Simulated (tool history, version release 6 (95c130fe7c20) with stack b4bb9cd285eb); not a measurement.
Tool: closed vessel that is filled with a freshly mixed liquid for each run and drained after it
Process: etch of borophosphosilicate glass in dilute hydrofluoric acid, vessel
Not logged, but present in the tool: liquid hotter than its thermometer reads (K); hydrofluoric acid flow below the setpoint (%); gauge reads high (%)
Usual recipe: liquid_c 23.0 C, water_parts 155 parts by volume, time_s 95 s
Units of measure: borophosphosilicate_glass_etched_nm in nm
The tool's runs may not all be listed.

run,hour,liquid_c,water_parts,time_s,wafers since the last listed run,hours since the thermometer was replaced,hours since the hydrofluoric acid flow meter was replaced,hours since the gauge calibration,"read-back film thickness of the borophosphosilicate glass reference wafer, read on the same gauge (nm)",borophosphosilicate_glass_etched_nm
1,0.0,23.0,155,95,0,1965.4,362.0,74.0,80.01,26.43
2,28.2,23.0,155,95,3517,1993.6,390.2,102.2,80.02,26.53
3,67.1,23.0,155,95,4852,2032.5,429.1,141.1,79.99,26.58
4,118.6,23.0,155,95,6423,2084.0,480.6,192.6,80.04,26.47
5,149.1,23.0,155,95,3804,2114.5,511.1,223.1,80.01,26.51
# hour 151.7: hydrofluoric acid flow meter replaced
6,197.5,23.0,155,95,5912,2162.9,45.8,271.5,80.03,26.49
7,245.7,23.0,155,95,6012,2211.1,94.0,319.7,80.02,26.57
8,311.1,23.0,200,95,8157,2276.5,159.4,385.1,79.98,19.64
9,338.6,23.0,200,95,3430,2304.0,186.9,412.6,80.02,19.62
10,386.3,23.0,215,95,5949,2351.7,234.6,460.3,79.97,17.96
11,449.3,23.0,215,95,7858,2414.7,297.6,523.3,80.01,18.00
12,508.6,23.0,155,105,7396,2474.0,356.9,582.6,80.00,29.52
13,545.7,23.0,155,105,4627,2511.1,394.0,619.7,79.94,29.60
14,597.3,23.0,155,110,6436,2562.7,445.6,671.3,80.00,30.69
15,648.2,23.0,155,110,6349,2613.6,496.5,722.2,79.98,31.14
# hour 659.2: hydrofluoric acid flow meter replaced
16,699.5,18.5,155,135,6274,2664.9,40.3,773.5,79.98,31.98
17,737.1,23.0,155,95,4690,2702.5,77.9,811.1,80.01,26.97
18,776.5,21.0,155,95,4914,2741.9,117.3,850.5,80.00,24.92
19,822.5,19.5,225,95,5737,2787.9,163.3,896.5,80.01,14.98
20,862.0,23.0,155,140,4927,2827.4,202.8,936.0,80.02,39.48
21,911.5,23.0,220,70,6174,2876.9,252.3,985.5,80.00,12.94
22,942.7,23.0,155,105,3891,2908.1,283.5,1016.7,80.01,29.71
23,973.4,25.0,115,50,3829,2938.8,314.2,1047.4,80.02,21.62
# hour 1031.6: thermometer replaced
24,1036.0,23.0,115,95,7683,4.4,376.8,1110.0,80.00,36.41
25,1075.6,21.0,110,95,4939,44.0,416.4,1149.6,80.00,35.15
# hour 1097.2: hydrofluoric acid flow meter replaced
# hour 1102.6: gauge calibrated
26,1126.1,23.0,155,140,6174,94.5,28.9,23.5,80.01,37.70
27,1176.2,23.0,215,135,6249,144.6,79.0,73.6,80.05,24.59
28,1236.5,23.0,155,70,7521,204.9,139.3,133.9,80.03,18.94
29,1298.4,23.0,155,95,7721,266.8,201.2,195.8,79.98,25.77
30,1361.9,23.0,195,45,7920,330.3,264.7,259.3,80.01,9.24
31,1406.0,27.0,110,135,5500,374.4,308.8,303.4,79.95,63.59

Each row is a separate what-if for the run after 31, all from the same tool condition, not one after another. Results?
A,1406.7,23.0,155,95,87,375.1,309.5,304.1,?,?
B,1406.7,23.0,155,130,87,375.1,309.5,304.1,?,?
C,1406.7,23.0,90,95,87,375.1,309.5,304.1,?,?

run,"read-back film thickness of the borophosphosilicate glass reference wafer, read on the same gauge (nm)",borophosphosilicate_glass_etched_nm
A,80.05,25.83
B,80.05,35.34
C,80.05,47.98
Without the tool's hidden state the same runs would have given:
run,borophosphosilicate_glass_etched_nm
A,25.69
B,35.15
C,47.71
